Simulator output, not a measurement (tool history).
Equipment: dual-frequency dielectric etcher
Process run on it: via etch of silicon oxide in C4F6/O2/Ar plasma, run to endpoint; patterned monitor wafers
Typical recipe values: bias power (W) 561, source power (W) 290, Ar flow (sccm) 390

run	day	bias power (W)	source power (W)	Ar flow (sccm)	wafers since the last listed run	hours since the last wet clean	hours since the last bias power generator calibration	hours since the last source power generator calibration	hours since the last Ar flow controller change	hours since the last upper electrode change	incoming incoming film thickness, nm	endpoint time (s)
1	0.000	561	310	390	0	31.5	1735.5	3907.8	5638.1	1771.2	112.0	28.7
2	1.025	561	310	390	467	56.1	1760.1	3932.4	5662.7	1795.8	110.3	28.1
3	2.333	622	290	340	597	87.5	1791.5	3963.8	5694.1	1827.2	110.5	27.1
4	3.221	622	290	340	405	108.8	1812.8	3985.1	5715.4	1848.5	110.9	27.5
5	4.504	622	290	340	585	139.6	1843.6	4015.9	5746.2	1879.3	111.5	27.8
6	5.650	561	320	390	523	167.1	1871.1	4043.4	5773.7	1906.8	111.6	28.7
7	6.667	561	290	390	464	191.5	1895.5	4067.8	5798.1	1931.2	110.8	29.2
8	7.642	561	290	390	445	214.9	1918.9	4091.2	5821.5	1954.6	110.2	29.4
9	8.346	561	290	390	321	231.8	1935.8	4108.1	5838.4	1971.5	111.1	29.9
# day 8.512: source power generator calibrated
10	9.500	561	290	390	450	259.5	1963.5	23.7	5866.1	1999.2	111.5	30.2
11	10.538	561	290	390	473	284.4	1988.4	48.6	5891.0	2024.1	111.8	30.3
12	11.058	622	290	340	237	296.9	2000.9	61.1	5903.5	2036.6	110.9	28.0
# day 11.775: bias power generator calibrated
13	12.138	518	290	436	416	322.8	8.7	87.0	5929.4	2062.5	109.2	31.1
14	13.112	561	310	390	445	346.2	32.1	110.4	5952.8	2085.9	109.7	29.2
# day 15.017: upper electrode replaced
# day 16.021: wet clean of the chamber
# day 16.233: Ar flow controller replaced
15	16.254	462	290	293	423	5.6	107.5	185.8	0.5	29.7	110.5	29.5
16	16.271	455	250	446	7	6.0	107.9	186.2	0.9	30.1	111.5	33.5
17	16.317	561	290	390	20	7.1	109.0	187.3	2.0	31.2	111.1	28.9
18	17.104	561	350	390	359	26.0	127.9	206.2	20.9	50.1	110.5	27.0
19	18.183	561	290	339	492	51.9	153.8	232.1	46.8	76.0	111.3	28.6
20	19.179	599	240	332	454	75.8	177.7	256.0	70.7	99.9	109.9	29.4
21	20.629	561	290	352	662	110.6	212.5	290.8	105.5	134.7	109.9	28.6
22	21.883	561	290	390	572	140.7	242.6	320.9	135.6	164.8	109.1	28.9
23	23.029	561	290	390	523	168.2	270.1	348.4	163.1	192.3	111.4	29.0

Below, some changes in endpoint time (s) between adjacent runs. For each, the amount present without the hidden state too (settings, incoming material, random variation) and the amount remaining for the hidden state with gauge scatter not shared by both compared results:
The tool's hidden condition here consists of: etch rate over this chamber's usual, %; bias power that arrives over what is set, %; source power that arrives over what is set, %; Ar flow that arrives over what is set, %.
Run 12 -> 13: bias power (W) 622 -> 518, Ar flow (sccm) 340 -> 436, bias power generator calibrated. endpoint time (s) +3.1: hidden state +0.3, all else +2.8.
Run 14 -> 15: bias power (W) 561 -> 462, source power (W) 310 -> 290, Ar flow (sccm) 390 -> 293, upper electrode replaced, wet clean of the chamber, Ar flow controller replaced. endpoint time (s) +0.3: hidden state -1.3, all else +1.6.
Run 15 -> 16: bias power (W) 462 -> 455, source power (W) 290 -> 250, Ar flow (sccm) 293 -> 446. endpoint time (s) +4.0: hidden state +0.0, all else +4.0.
Run 16 -> 17: bias power (W) 455 -> 561, source power (W) 250 -> 290, Ar flow (sccm) 446 -> 390. endpoint time (s) -4.6: hidden state +0.0, all else -4.6.

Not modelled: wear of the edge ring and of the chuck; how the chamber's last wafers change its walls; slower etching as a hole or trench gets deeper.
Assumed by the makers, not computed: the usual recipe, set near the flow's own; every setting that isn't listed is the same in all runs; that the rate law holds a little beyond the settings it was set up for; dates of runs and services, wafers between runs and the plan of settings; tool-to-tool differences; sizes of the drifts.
